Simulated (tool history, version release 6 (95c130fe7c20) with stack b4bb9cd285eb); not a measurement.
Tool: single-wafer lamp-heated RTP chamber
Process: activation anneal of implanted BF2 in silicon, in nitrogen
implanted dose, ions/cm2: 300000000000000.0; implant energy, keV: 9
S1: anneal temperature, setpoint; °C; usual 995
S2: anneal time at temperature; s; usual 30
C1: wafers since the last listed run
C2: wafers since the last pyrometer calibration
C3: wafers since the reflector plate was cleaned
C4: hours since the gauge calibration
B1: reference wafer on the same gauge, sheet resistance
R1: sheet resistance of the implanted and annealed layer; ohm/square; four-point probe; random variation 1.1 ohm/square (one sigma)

run,day,S1,S2,C1,C2,C3,C4,B1,R1
1,0.000,995,30,0,4452,8944,189.2,429.81,421.20
# day 0.738: gauge calibrated
2,1.404,1007,30,274,4727,9219,16.0,429.97,411.41
3,1.708,1007,30,59,4786,9278,23.3,430.27,412.39
4,2.379,1007,30,131,4917,9409,39.4,430.13,413.38
5,2.879,995,23,97,5015,9507,51.4,429.82,428.33
6,3.433,995,23,108,5123,9615,64.7,430.36,430.54
7,3.746,1013,30,61,5184,9676,72.2,429.63,408.25
8,4.108,1013,30,70,5255,9747,80.9,430.18,407.68
9,4.392,1013,30,55,5311,9803,87.7,430.08,408.34
10,5.096,995,30,137,5448,9940,104.6,429.87,422.93
# day 5.658: reflector plate cleaned
11,5.679,995,30,48,5497,3,118.6,429.76,424.54
12,5.771,995,30,17,5515,21,120.8,430.47,422.59
13,6.438,980,30,130,5645,151,136.8,430.05,438.83
14,7.833,995,30,272,5918,424,170.3,430.05,423.55
15,8.479,995,18,126,6045,551,185.8,429.96,436.05
16,8.883,1007,41,79,6124,630,195.5,429.86,405.10
17,9.450,980,23,110,6234,740,209.1,430.05,444.28
# day 10.067: pyrometer window cleaned and pyrometer calibrated
18,10.088,1006,22,59,4,800,224.4,429.97,428.75
19,10.750,1005,16,129,133,929,240.3,430.07,437.06
# day 11.254: gauge calibrated
20,11.300,995,30,107,241,1037,1.1,429.81,432.08

Run 21 comes next. What will it give?
21,11.962,979,37,129,370,1166,17.0,?,?

B1: 430.17
R1: 445.09 ohm/square
Without the tool's hidden state the same run would have given R1 450.14 ohm/square.
